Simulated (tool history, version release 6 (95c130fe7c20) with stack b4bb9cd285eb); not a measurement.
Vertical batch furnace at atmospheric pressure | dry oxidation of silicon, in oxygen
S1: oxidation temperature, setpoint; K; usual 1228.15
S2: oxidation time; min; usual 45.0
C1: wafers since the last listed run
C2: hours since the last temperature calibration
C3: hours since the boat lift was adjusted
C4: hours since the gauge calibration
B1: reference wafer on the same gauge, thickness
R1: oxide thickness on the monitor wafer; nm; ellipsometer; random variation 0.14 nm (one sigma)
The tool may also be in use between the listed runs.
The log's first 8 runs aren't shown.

run,hour,S1,S2,C1,C2,C3,C4,B1,R1
9,583.4,1228.15,45.0,942,837.0,5627.0,1384.8,28.60,29.52
10,636.0,1228.15,45.0,921,889.6,5679.6,1437.4,28.60,29.81
11,713.6,1217.15,56.5,1360,967.2,5757.2,1515.0,28.62,30.66
12,750.0,1217.15,56.5,637,1003.6,5793.6,1551.4,28.63,30.92
13,855.3,1217.15,56.5,1845,1108.9,5898.9,1656.7,28.60,30.85
14,917.5,1228.15,37.0,1090,1171.1,5961.1,1718.9,28.61,26.86
15,979.2,1228.15,37.0,1081,1232.8,6022.8,1780.6,28.59,26.89
# hour 1005.6: gauge calibrated
16,1047.4,1228.15,37.0,1195,1301.0,6091.0,41.8,28.61,26.92
17,1143.3,1248.15,45.0,1680,1396.9,6186.9,137.7,28.64,33.91
# hour 1287.7: boat lift adjusted
18,1300.4,1205.15,45.0,2332,1554.0,12.7,294.8,28.60,24.97
19,1360.9,1247.15,45.0,1060,1614.5,73.2,355.3,28.61,33.73
20,1561.4,1228.15,45.0,3514,1815.0,273.7,555.8,28.62,29.96
21,1637.3,1228.15,45.0,1330,1890.9,349.6,631.7,28.61,29.91
22,1711.4,1203.15,29.5,1298,1965.0,423.7,705.8,28.58,20.09
23,1785.9,1252.15,66.5,1305,2039.5,498.2,780.3,28.59,44.12
24,1890.8,1213.15,33.0,1838,2144.4,603.1,885.2,28.61,22.80
25,1926.8,1228.15,45.0,630,2180.4,639.1,921.2,28.58,29.79
# hour 1968.3: thermocouples replaced and temperature profile calibrated
26,1988.5,1214.15,28.5,660,20.2,700.8,982.9,28.60,20.65
27,2030.2,1228.15,52.5,730,61.9,742.5,1024.6,28.63,31.32
28,2228.4,1228.15,45.0,3473,260.1,940.7,1222.8,28.62,29.01
29,2286.7,1228.15,45.0,1021,318.4,999.0,1281.1,28.58,29.20
30,2361.0,1212.15,23.0,1302,392.7,1073.3,1355.4,28.63,18.79
31,2452.4,1205.15,45.0,1601,484.1,1164.7,1446.8,28.62,24.55
32,2528.6,1247.15,36.0,1335,560.3,1240.9,1523.0,28.63,29.34
# hour 2601.5: gauge calibrated
33,2635.3,1246.15,26.0,1870,667.0,1347.6,33.8,28.58,24.99

Forecast each of these 4 alternatives for the next run:
A,2640.3,1214.15,45.0,87,672.0,1352.6,38.8,?,?
B,2640.3,1206.15,55.0,87,672.0,1352.6,38.8,?,?
C,2640.3,1210.15,59.0,87,672.0,1352.6,38.8,?,?
D,2640.3,1239.15,45.0,87,672.0,1352.6,38.8,?,?

run,B1,R1
A,28.59,26.43
B,28.59,27.56
C,28.59,29.61
D,28.59,31.76
Without the tool's hidden state the same runs would have given:
run,R1
A,25.65
B,26.77
C,28.71
D,31.06

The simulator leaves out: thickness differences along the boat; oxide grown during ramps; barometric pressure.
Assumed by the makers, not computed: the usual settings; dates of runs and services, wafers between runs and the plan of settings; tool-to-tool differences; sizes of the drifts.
